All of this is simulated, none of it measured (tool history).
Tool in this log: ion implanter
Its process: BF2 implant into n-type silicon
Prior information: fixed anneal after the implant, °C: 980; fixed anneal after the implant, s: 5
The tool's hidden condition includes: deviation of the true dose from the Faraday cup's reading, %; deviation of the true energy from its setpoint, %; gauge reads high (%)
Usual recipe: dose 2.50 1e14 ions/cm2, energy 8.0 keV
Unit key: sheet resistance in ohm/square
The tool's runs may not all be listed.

run   hour  dose  energy  wafers since the last listed run  hours since the last dose calibration  hours since the extraction supply was calibrated  hours since the gauge calibration  read-back reference wafer on the same gauge, sheet resistance  sheet resistance
  1    0.0  2.50     8.0                                 0                                 2169.0                                            3024.7                              105.7                                                         527.61            588.09
  2   17.5  2.50     8.0                               509                                 2186.5                                            3042.2                              123.2                                                         527.64            585.66
  3   26.9  2.50     8.0                               273                                 2195.9                                            3051.6                              132.6                                                         528.09            588.90
  4   43.0  2.50     8.0                               468                                 2212.0                                            3067.7                              148.7                                                         528.59            587.68
  5   51.2  2.50     8.0                               238                                 2220.2                                            3075.9                              156.9                                                         528.57            587.96
  6   60.1  2.50     8.0                               259                                 2229.1                                            3084.8                              165.8                                                         528.51            587.78
  7   73.2  2.50     8.0                               381                                 2242.2                                            3097.9                              178.9                                                         529.05            588.30
      84.1  -- extraction supply calibrated
  8   91.1  2.84     8.0                               288                                 2260.1                                               7.0                              196.8                                                         529.22            555.42
  9  109.1  2.50     8.0                               524                                 2278.1                                              25.0                              214.8                                                         530.13            589.73
 10  115.2  2.50     9.0                               177                                 2284.2                                              31.1                              220.9                                                         530.13            560.78
 11  127.6  2.50     9.0                               361                                 2296.6                                              43.5                              233.3                                                         530.20            560.13
 12  143.8  3.20    10.0                               471                                 2312.8                                              59.7                              249.5                                                         530.51            474.76
     145.9  -- gauge calibrated
 13  153.4  2.50     8.0                               279                                 2322.4                                              69.3                                7.5                                                         525.94            587.56
     163.1  -- Faraday cup replaced and dose calibrated
 14  163.6  2.20     6.5                                64                                    0.5                                              79.5                               17.7                                                         525.86            683.81
 15  168.6  2.50     8.0                               145                                    5.5                                              84.5                               22.7                                                         526.24            586.26
 16  185.9  2.82     5.5                               503                                   22.8                                             101.8                               40.0                                                         526.42            680.35
 17  196.7  2.50     6.5                               314                                   33.6                                             112.6                               50.8                                                         527.07            649.33
 18  208.4  2.10     6.0                               340                                   45.3                                             124.3                               62.5                                                         527.18            727.65
 19  225.5  1.93     9.0                               498                                   62.4                                             141.4                               79.6                                                         527.55            652.38
 20  241.7  2.13     8.0                               471                                   78.6                                             157.6                               95.8                                                         527.42            638.69
 21  252.2  1.76     9.0                               305                                   89.1                                             168.1                              106.3                                                         528.05            696.50
 22  263.0  2.05     6.5                               314                                   99.9                                             178.9                              117.1                                                         528.11            711.24

Each row is a separate what-if for the run after 22, all from the same tool condition, not one after another. Results?
  A  263.4  2.50     9.5                                11                                  100.3                                             179.3                              117.5                                                              ?                 ?
  B  263.4  2.77    10.0                                11                                  100.3                                             179.3                              117.5                                                              ?                 ?
  C  263.4  2.11     9.5                                11                                  100.3                                             179.3                              117.5                                                              ?                 ?
  D  263.4  1.75     5.5                                11                                  100.3                                             179.3                              117.5                                                              ?                 ?

run  read-back reference wafer on the same gauge, sheet resistance  sheet resistance
  A                                                         528.10            545.58
  B                                                         528.10            505.06
  C                                                         528.10            605.02
  D                                                         528.10            825.47
Without the tool's unlogged condition, the same runs would have read:
run  sheet resistance
  A            543.36
  B            503.01
  C            602.56
  D            822.12
